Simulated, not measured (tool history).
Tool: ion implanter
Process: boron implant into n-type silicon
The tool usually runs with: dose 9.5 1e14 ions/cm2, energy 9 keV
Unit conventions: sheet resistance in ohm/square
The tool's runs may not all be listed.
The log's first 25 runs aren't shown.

run   hour   dose  energy  read-back reference wafer on the same gauge, sheet resistance  sheet resistance
 26  346.7  11.89     7.5                                                         121.17            115.57
 27    360   7.08      10                                                         120.91            165.35
 28  376.5  10.64       7                                                         121.21             126.1
     384.9  -- gauge calibrated
 29  385.8  11.74       9                                                         120.78            111.45
 30  392.9   8.32       9                                                         121.05             143.5
 31    402  10.72    11.5                                                         121.04            114.37
 32  408.2  12.32       8                                                         121.05            111.58
 33    418    8.2       6                                                          121.2            155.16
 34  424.5  10.86      10                                                         121.15            116.89
 35  431.5   7.54       9                                                         120.82            160.02
 36  441.6    9.5     6.5                                                         120.79            136.87

What if the next run were any one of these 5? Each begins from the tool's condition after run 36:
  A   442  10.73       9                                                              ?                 ?
  B   442   8.55    11.5                                                              ?                 ?
  C   442    9.5      11                                                              ?                 ?
  D   442   7.74     6.5                                                              ?                 ?
  E   442  12.06       9                                                              ?                 ?

run  read-back reference wafer on the same gauge, sheet resistance  sheet resistance
  A                                                         120.91            120.54
  B                                                         120.91            139.92
  C                                                         120.91             128.7
  D                                                         120.91            162.73
  E                                                         120.91            111.33
Stripped of hidden state, with their random variation kept, the same runs would have yielded:
run  sheet resistance
  A            118.92
  B            137.68
  C            126.72
  D             160.3
  E            110.01
